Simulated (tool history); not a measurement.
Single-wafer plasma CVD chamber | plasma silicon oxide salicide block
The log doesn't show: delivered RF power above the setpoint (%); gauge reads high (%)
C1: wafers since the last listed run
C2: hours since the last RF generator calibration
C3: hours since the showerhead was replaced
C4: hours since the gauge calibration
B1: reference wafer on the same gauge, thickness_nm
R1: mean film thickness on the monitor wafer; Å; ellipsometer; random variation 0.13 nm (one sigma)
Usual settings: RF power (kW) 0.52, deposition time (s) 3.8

Run 1, hour 0: usual settings; C1 0; C2 694.3; C3 5823.7; C4 40.6; B1 32.434. Result: R1 394.1 Å.
Run 2, hour 83.2: usual settings; C1 1843; C2 777.5; C3 5906.9; C4 123.8; B1 32.385. Result: R1 394.22 Å.
Run 3, hour 168.4: usual settings; C1 1887; C2 862.7; C3 5992.1; C4 209; B1 32.403. Result: R1 393.95 Å.
Run 4, hour 226.9: usual settings but RF power (kW) 0.445; C1 1296; C2 921.2; C3 6050.6; C4 267.5; B1 32.401. Result: R1 383.41 Å.
Run 5, hour 334.4: usual settings but RF power (kW) 0.445; C1 2381; C2 1028.7; C3 6158.1; C4 375; B1 32.382. Result: R1 383.99 Å.
Run 6, hour 441.3: usual settings but RF power (kW) 0.445; C1 2368; C2 1135.6; C3 6265; C4 481.9; B1 32.386. Result: R1 383.13 Å.
Run 7, hour 536.3: usual settings; C1 2104; C2 1230.6; C3 6360; C4 576.9; B1 32.439. Result: R1 394.59 Å.
Run 8, hour 604.3: usual settings but deposition time (s) 4.04; C1 1506; C2 1298.6; C3 6428; C4 644.9; B1 32.433. Result: R1 417.84 Å.
Run 9, hour 711.3: usual settings but deposition time (s) 4.04; C1 2370; C2 1405.6; C3 6535; C4 751.9; B1 32.373. Result: R1 419.64 Å.
Run 10, hour 804.6: usual settings; C1 2066; C2 1498.9; C3 6628.3; C4 845.2; B1 32.421. Result: R1 392.9 Å.
Run 11, hour 849.9: usual settings; C1 1003; C2 1544.2; C3 6673.6; C4 890.5; B1 32.446. Result: R1 397.35 Å.
Run 12, hour 924.9: usual settings; C1 1661; C2 1619.2; C3 6748.6; C4 965.5; B1 32.431. Result: R1 395.89 Å.
At hour 1002.8: RF generator calibrated.
Run 13, hour 1015.4: usual settings but deposition time (s) 3.58; C1 1827; C2 12.6; C3 6839.1; C4 1056; B1 32.41. Result: R1 377.05 Å.
Run 14, hour 1059.9: usual settings; C1 985; C2 57.1; C3 6883.6; C4 1100.5; B1 32.378. Result: R1 400.05 Å.
Run 15, hour 1161.2: usual settings; C1 2244; C2 158.4; C3 6984.9; C4 1201.8; B1 32.34. Result: R1 400.17 Å.
Run 16, hour 1217: usual settings; C1 1236; C2 214.2; C3 7040.7; C4 1257.6; B1 32.441. Result: R1 398.53 Å.
Run 17, hour 1255.9: usual settings but RF power (kW) 0.565; C1 861; C2 253.1; C3 7079.6; C4 1296.5; B1 32.374. Result: R1 404.59 Å.
Run 18, hour 1348: usual settings but RF power (kW) 0.565; C1 2040; C2 345.2; C3 7171.7; C4 1388.6; B1 32.411. Result: R1 405.77 Å.
Run 19, hour 1445.5: usual settings but RF power (kW) 0.48, deposition time (s) 3.57; C1 2160; C2 442.7; C3 7269.2; C4 1486.1; B1 32.371. Result: R1 365.89 Å.
Run 20, hour 1529.9: usual settings; C1 1869; C2 527.1; C3 7353.6; C4 1570.5; B1 32.376. Result: R1 398.08 Å.
At hour 1534.7: gauge calibrated.
Run 21, hour 1626: usual settings but RF power (kW) 0.62; C1 2129; C2 623.2; C3 7449.7; C4 91.3; B1 32.396. Result: R1 412.71 Å.
Run 22, hour 1694.1: usual settings; C1 1508; C2 691.3; C3 7517.8; C4 159.4; B1 32.433. Result: R1 397.52 Å.
Run 23, hour 1748.1: usual settings but RF power (kW) 0.495, deposition time (s) 4.32; C1 1196; C2 745.3; C3 7571.8; C4 213.4; B1 32.399. Result: R1 445.42 Å.
Run 24, hour 1844.1: usual settings; C1 2126; C2 841.3; C3 7667.8; C4 309.4; B1 32.408. Result: R1 395.15 Å.
Run 25, hour 1925.8: usual settings but RF power (kW) 0.425, deposition time (s) 3.22; C1 1810; C2 923; C3 7749.5; C4 391.1; B1 32.386. Result: R1 323.06 Å.
At hour 1988.5: showerhead replaced.
Run 26, hour 1989: usual settings but RF power (kW) 0.46, deposition time (s) 4.54; C1 1222; C2 986.2; C3 0.5; C4 454.3; B1 32.438. Result: R1 465.12 Å.
Run 27, hour 2099.2: usual settings but RF power (kW) 0.43, deposition time (s) 4.25; C1 2441; C2 1096.4; C3 110.7; C4 564.5; B1 32.379. Result: R1 423.32 Å.
Run 28, hour 2183: usual settings; C1 1856; C2 1180.2; C3 194.5; C4 648.3; B1 32.415. Result: R1 394 Å.
Run 29, hour 2277: usual settings but deposition time (s) 4.44; C1 2082; C2 1274.2; C3 288.5; C4 742.3; B1 32.393. Result: R1 462.94 Å.
Run 30, hour 2323.3: usual settings but RF power (kW) 0.585, deposition time (s) 4.12; C1 1025; C2 1320.5; C3 334.8; C4 788.6; B1 32.402. Result: R1 438.19 Å.
Run 31, hour 2521.3: usual settings but RF power (kW) 0.49, deposition time (s) 4.5; C1 4386; C2 1518.5; C3 532.8; C4 986.6; B1 32.399. Result: R1 462.26 Å.
At hour 2548.7: RF generator calibrated.
Run 32, hour 2586.2: usual settings; C1 1260; C2 37.5; C3 597.7; C4 1051.5; B1 32.416. Result: R1 399.95 Å.
Run 33, hour 2693: usual settings but RF power (kW) 0.56, deposition time (s) 3.33; C1 2366; C2 144.3; C3 704.5; C4 1158.3; B1 32.392. Result: R1 357.16 Å.
Run 34, hour 2746.9: usual settings but deposition time (s) 4.49; C1 1194; C2 198.2; C3 758.4; C4 1212.2; B1 32.391. Result: R1 469.52 Å.
Run 35, hour 2806.7: usual settings but RF power (kW) 0.45, deposition time (s) 4.43; C1 1324; C2 258; C3 818.2; C4 1272; B1 32.367. Result: R1 451.91 Å.
Run 36, hour 2878.5: usual settings; C1 1590; C2 329.8; C3 890; C4 1343.8; B1 32.402. Result: R1 396.84 Å.

Forecast each of these 3 alternatives for the next run:
Run A, hour 2878.9: usual settings; C1 8; C2 330.2; C3 890.4; C4 1344.2; B1 ?. Result: R1 ?.
Run B, hour 2878.9: usual settings but RF power (kW) 0.555, deposition time (s) 4.25; C1 8; C2 330.2; C3 890.4; C4 1344.2; B1 ?. Result: R1 ?.
Run C, hour 2878.9: usual settings but RF power (kW) 0.565, deposition time (s) 3.42; C1 8; C2 330.2; C3 890.4; C4 1344.2; B1 ?. Result: R1 ?.

run      B1      R1
  A  32.413  398.13
  B  32.413  451.01
  C  32.413  364.22
Without the tool's hidden state the same runs would have given:
run      R1
  A  401.35
  B  454.65
  C  367.17
